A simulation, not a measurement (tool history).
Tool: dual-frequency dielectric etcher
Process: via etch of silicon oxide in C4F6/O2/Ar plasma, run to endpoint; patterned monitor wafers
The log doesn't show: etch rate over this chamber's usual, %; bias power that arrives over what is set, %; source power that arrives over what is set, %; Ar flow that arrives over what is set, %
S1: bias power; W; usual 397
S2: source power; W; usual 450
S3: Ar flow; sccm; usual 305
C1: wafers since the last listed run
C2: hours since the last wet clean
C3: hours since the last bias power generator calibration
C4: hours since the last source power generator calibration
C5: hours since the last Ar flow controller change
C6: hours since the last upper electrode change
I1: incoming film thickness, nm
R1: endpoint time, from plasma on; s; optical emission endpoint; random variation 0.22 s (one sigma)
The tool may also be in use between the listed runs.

run     day   S1   S2   S3    C1     C2      C3      C4      C5      C6     I1    R1
  1       0  448  450  305     0   43.5  4671.4  3296.1  1728.3  2405.6  130.6    27
  2   1.412  448  450  305   537   77.4  4705.3    3330  1762.2  2439.5  133.1  27.6
  3   2.146  397  450  305   278     95  4722.9  3347.6  1779.8  2457.1  131.2  28.2
      2.388  -- source power generator calibrated
  4    3.45  397  450  305   432  126.3  4754.2    25.5  1811.1  2488.4  132.7  28.9
  5    4.05  397  450  305   228  140.7  4768.6    39.9  1825.5  2502.8  133.8  29.1
  6   5.221  397  450  305   445  168.8  4796.7      68  1853.6  2530.9  133.6  29.5
  7   6.479  397  410  305   478    199  4826.9    98.2  1883.8  2561.1  131.9  29.7
  8   9.117  488  340  265  1003  262.3  4890.2   161.5  1947.1  2624.4  132.1  30.1
  9  10.417  363  420  305   494  293.5  4921.4   192.7  1978.3  2655.6  131.8  30.7
 10  10.946  397  450  305   201  306.2  4934.1   205.4    1991  2668.3  132.4  29.5
 11  11.921  397  350  305   370  329.6  4957.5   228.8  2014.4  2691.7  131.3  31.8
 12  13.146  366  530  305   465    359  4986.9   258.2  2043.8  2721.1  133.5  28.9
 13  14.442  397  450  305   492  390.1    5018   289.3  2074.9  2752.2  131.9  29.6
 14  15.038  464  450  305   226  404.4  5032.3   303.6  2089.2  2766.5  131.5  27.9

Run 15 comes next. What will it give?
     16.288  -- upper electrode replaced
 15  16.312  464  450  305  104  435  5062.9  334.2  2119.8  0.6  132.2   ?

{"run 15": {"R1": 28.2}}
Without the tool's hidden state the same run would have given R1 27 s.

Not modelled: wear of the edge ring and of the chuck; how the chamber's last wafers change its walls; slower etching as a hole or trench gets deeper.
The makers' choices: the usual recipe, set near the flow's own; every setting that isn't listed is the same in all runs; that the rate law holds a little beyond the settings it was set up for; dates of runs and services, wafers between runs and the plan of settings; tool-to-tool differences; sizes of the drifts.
